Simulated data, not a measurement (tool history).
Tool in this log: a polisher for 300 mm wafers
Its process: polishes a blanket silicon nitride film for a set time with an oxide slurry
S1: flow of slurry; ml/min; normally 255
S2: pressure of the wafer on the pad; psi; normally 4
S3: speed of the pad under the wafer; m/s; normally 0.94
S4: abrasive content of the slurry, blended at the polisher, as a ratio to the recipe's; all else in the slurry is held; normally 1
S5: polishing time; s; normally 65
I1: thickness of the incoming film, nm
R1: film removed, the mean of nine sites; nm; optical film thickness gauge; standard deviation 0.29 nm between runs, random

run 1 hour=0 | S1=255 S2=4 S3=0.94 S4=1 S5=65 | I1=294.7 | R1=39.3
run 2 hour=45.9 | S1=325 S2=5.4 S3=0.78 S4=1 S5=55 | I1=288.7 | R1=39.1
-- hour=112.8 worn pad replaced by a new one
run 3 hour=117.2 | S1=255 S2=4 S3=0.94 S4=1 S5=65 | I1=289 | R1=39.4
-- hour=162 conditioning disc replaced and pad reconditioned
-- hour=400.2 slurry nozzle cleaned
run 4 hour=410.3 | S1=255 S2=4 S3=0.94 S4=1 S5=65 | I1=294.8 | R1=38.4
run 5 hour=463.7 | S1=255 S2=4 S3=0.94 S4=1.25 S5=65 | I1=291.6 | R1=40.2
run 6 hour=562.5 | S1=175 S2=5.4 S3=0.94 S4=1.1 S5=65 | I1=286.4 | R1=48.5
run 7 hour=598.7 | S1=255 S2=4 S3=0.94 S4=1.25 S5=65 | I1=295.1 | R1=39.7
-- hour=660.6 slurry blender recalibrated
run 8 hour=672.2 | S1=300 S2=4 S3=1.22 S4=0.75 S5=65 | I1=289.3 | R1=42.5
-- hour=695 head pressure recalibrated
run 9 hour=758.9 | S1=315 S2=4 S3=0.94 S4=0.9 S5=65 | I1=290.8 | R1=39.9
run 10 hour=809 | S1=255 S2=4 S3=0.94 S4=1 S5=65 | I1=296.6 | R1=40.2
-- hour=892.3 worn pad replaced by a new one
-- hour=954.7 conditioning disc replaced and pad reconditioned
-- hour=1110.9 slurry nozzle cleaned
run 11 hour=1121.2 | S1=180 S2=4 S3=0.94 S4=1.25 S5=65 | I1=287.8 | R1=39.2
run 12 hour=1199.4 | S1=325 S2=4 S3=0.94 S4=1 S5=65 | I1=287.5 | R1=39.5
run 13 hour=1271.7 | S1=255 S2=4.5 S3=0.94 S4=1 S5=65 | I1=287.2 | R1=43
run 14 hour=1350.9 | S1=255 S2=4 S3=0.94 S4=1 S5=65 | I1=285.1 | R1=37.8
run 15 hour=1418.8 | S1=255 S2=4 S3=0.94 S4=1 S5=65 | I1=288.2 | R1=37.4
-- hour=1512.8 slurry blender recalibrated
run 16 hour=1591.5 | S1=255 S2=4 S3=0.94 S4=1 S5=65 | I1=291.7 | R1=36
-- hour=1607.2 head pressure recalibrated
-- hour=1663.6 conditioning disc replaced and pad reconditioned
run 17 hour=1676.3 | S1=295 S2=4 S3=1.06 S4=1.2 S5=76 | I1=284.1 | R1=54.8
run 18 hour=1765.4 | S1=255 S2=4 S3=0.94 S4=1.1 S5=65 | I1=289.4 | R1=40.8
-- hour=1810.9 slurry nozzle cleaned
-- hour=1818.9 worn pad replaced by a new one
run 19 hour=1836.2 | S1=255 S2=4 S3=0.94 S4=1 S5=65 | I1=289.2 | R1=39.7
run 20 hour=1910.3 | S1=305 S2=3.4 S3=0.94 S4=1.25 S5=65 | I1=293.1 | R1=37
run 21 hour=1947.5 | S1=255 S2=4 S3=0.94 S4=1 S5=65 | I1=287.4 | R1=39.6

Predict the results of run 22:
run 22 hour=2048.8 | S1=195 S2=4 S3=1.06 S4=1 S5=65 | I1=288.8 | R1=?

{"run 22": {"R1": 41.1}}
With no hidden state in the tool, this same run would have given R1 41.8 nm.
